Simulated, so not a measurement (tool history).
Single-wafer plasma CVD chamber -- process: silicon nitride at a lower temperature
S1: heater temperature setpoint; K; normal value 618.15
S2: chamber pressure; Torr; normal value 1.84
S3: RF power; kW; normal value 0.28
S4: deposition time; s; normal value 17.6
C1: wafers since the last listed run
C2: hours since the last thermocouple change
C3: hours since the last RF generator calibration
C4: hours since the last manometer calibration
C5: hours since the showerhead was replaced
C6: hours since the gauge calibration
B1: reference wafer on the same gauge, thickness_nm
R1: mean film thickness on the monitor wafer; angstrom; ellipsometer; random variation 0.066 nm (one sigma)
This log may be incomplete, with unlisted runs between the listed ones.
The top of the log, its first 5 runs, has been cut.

Run 6, hour 114.3: usual settings; C1 268; C2 551; C3 578.4; C4 2738.7; C5 5343.4; C6 406; B1 25.604. Result: R1 227.14 angstrom.
Run 7, hour 149.2: usual settings but S2 2.05 Torr; C1 674; C2 585.9; C3 613.3; C4 2773.6; C5 5378.3; C6 440.9; B1 25.578. Result: R1 233.49 angstrom.
Run 8, hour 183: usual settings but S2 2.05 Torr; C1 652; C2 619.7; C3 647.1; C4 2807.4; C5 5412.1; C6 474.7; B1 25.576. Result: R1 233.2 angstrom.
Run 9, hour 197: usual settings but S2 2.05 Torr; C1 270; C2 633.7; C3 661.1; C4 2821.4; C5 5426.1; C6 488.7; B1 25.57. Result: R1 232.92 angstrom.
Run 10, hour 215.5: usual settings but S3 0.27 kW; C1 357; C2 652.2; C3 679.6; C4 2839.9; C5 5444.6; C6 507.2; B1 25.619. Result: R1 221.75 angstrom.
Run 11, hour 246.3: usual settings but S3 0.27 kW; C1 594; C2 683; C3 710.4; C4 2870.7; C5 5475.4; C6 538; B1 25.613. Result: R1 221.62 angstrom.
Run 12, hour 261: usual settings but S1 607.15 K, S3 0.235 kW, S4 16 s; C1 283; C2 697.7; C3 725.1; C4 2885.4; C5 5490.1; C6 552.7; B1 25.606. Result: R1 186.21 angstrom.
Run 13, hour 282.4: usual settings but S1 625.15 K, S2 1.4 Torr, S3 0.23 kW, S4 14.4 s; C1 413; C2 719.1; C3 746.5; C4 2906.8; C5 5511.5; C6 574.1; B1 25.597. Result: R1 154.04 angstrom.
Run 14, hour 296.2: usual settings but S2 2.05 Torr; C1 266; C2 732.9; C3 760.3; C4 2920.6; C5 5525.3; C6 587.9; B1 25.585. Result: R1 233.95 angstrom.
At hour 342.9: gauge calibrated.
Run 15, hour 396.7: usual settings but S3 0.33 kW; C1 1941; C2 833.4; C3 860.8; C4 3021.1; C5 5625.8; C6 53.8; B1 25.58. Result: R1 250.72 angstrom.
Run 16, hour 409.9: usual settings; C1 254; C2 846.6; C3 874; C4 3034.3; C5 5639; C6 67; B1 25.597. Result: R1 226.38 angstrom.
At hour 435.8: RF generator calibrated.
At hour 447.2: showerhead replaced.
Run 17, hour 447.7: usual settings but S1 622.15 K, S2 1.39 Torr, S3 0.225 kW, S4 16.5 s; C1 421; C2 884.4; C3 11.9; C4 3072.1; C5 0.5; C6 104.8; B1 25.579. Result: R1 173.93 angstrom.
Run 18, hour 456.9: usual settings but S1 623.15 K; C1 177; C2 893.6; C3 21.1; C4 3081.3; C5 9.7; C6 114; B1 25.589. Result: R1 226.64 angstrom.
At hour 472.7: thermocouple changed; heater temperature recalibrated.
Run 19, hour 476.8: usual settings; C1 229; C2 4.1; C3 41; C4 3101.2; C5 29.6; C6 133.9; B1 25.602. Result: R1 227.63 angstrom.
At hour 512.8: capacitance manometer re-zeroed and calibrated.
Run 20, hour 513.3: usual settings but S1 632.15 K, S2 1.47 Torr, S3 0.31 kW, S4 19.9 s; C1 550; C2 40.6; C3 77.5; C4 0.5; C5 66.1; C6 170.4; B1 25.601. Result: R1 259.46 angstrom.
Run 21, hour 535: usual settings but S1 613.15 K, S2 2.05 Torr; C1 419; C2 62.3; C3 99.2; C4 22.2; C5 87.8; C6 192.1; B1 25.626. Result: R1 233.57 angstrom.
Run 22, hour 559.4: usual settings; C1 471; C2 86.7; C3 123.6; C4 46.6; C5 112.2; C6 216.5; B1 25.608. Result: R1 227.72 angstrom.
Run 23, hour 576.6: usual settings but S2 2.3 Torr, S3 0.3 kW, S4 16.3 s; C1 332; C2 103.9; C3 140.8; C4 63.8; C5 129.4; C6 233.7; B1 25.587. Result: R1 231.37 angstrom.
Run 24, hour 597.6: usual settings but S2 1.48 Torr, S4 14.5 s; C1 405; C2 124.9; C3 161.8; C4 84.8; C5 150.4; C6 254.7; B1 25.614. Result: R1 178.12 angstrom.
Run 25, hour 620.2: usual settings but S2 2.29 Torr, S3 0.315 kW; C1 436; C2 147.5; C3 184.4; C4 107.4; C5 173; C6 277.3; B1 25.614. Result: R1 257.71 angstrom.
Run 26, hour 652.6: usual settings but S3 0.245 kW, S4 14.4 s; C1 625; C2 179.9; C3 216.8; C4 139.8; C5 205.4; C6 309.7; B1 25.608. Result: R1 169.96 angstrom.
Run 27, hour 681.8: usual settings but S1 605.15 K, S2 1.97 Torr; C1 564; C2 209.1; C3 246; C4 169; C5 234.6; C6 338.9; B1 25.565. Result: R1 231.82 angstrom.
Run 28, hour 716.5: usual settings; C1 670; C2 243.8; C3 280.7; C4 203.7; C5 269.3; C6 373.6; B1 25.613. Result: R1 227.36 angstrom.
Run 29, hour 733.8: usual settings but S1 604.15 K, S2 1.7 Torr; C1 334; C2 261.1; C3 298; C4 221; C5 286.6; C6 390.9; B1 25.609. Result: R1 225.43 angstrom.
Run 30, hour 746.7: usual settings but S1 623.15 K, S3 0.255 kW, S4 20.1 s; C1 249; C2 274; C3 310.9; C4 233.9; C5 299.5; C6 403.8; B1 25.586. Result: R1 243 angstrom.

Branching from run 30: 3 alternative next runs. What would each branch give?
Run A, hour 747.1: usual settings but S1 627.15 K; C1 7; C2 274.4; C3 311.3; C4 234.3; C5 299.9; C6 404.2; B1 ?. Result: R1 ?.
Run B, hour 747.1: usual settings but S4 14.3 s; C1 7; C2 274.4; C3 311.3; C4 234.3; C5 299.9; C6 404.2; B1 ?. Result: R1 ?.
Run C, hour 747.1: usual settings but S1 623.15 K, S2 1.56 Torr, S3 0.31 kW, S4 15.2 s; C1 7; C2 274.4; C3 311.3; C4 234.3; C5 299.9; C6 404.2; B1 ?. Result: R1 ?.

run      B1      R1
  A  25.614  227.57
  B  25.614  185.53
  C  25.614  202.29
Without the tool's unlogged condition, the same runs would have read:
run      R1
  A  227.57
  B  185.53
  C  202.29
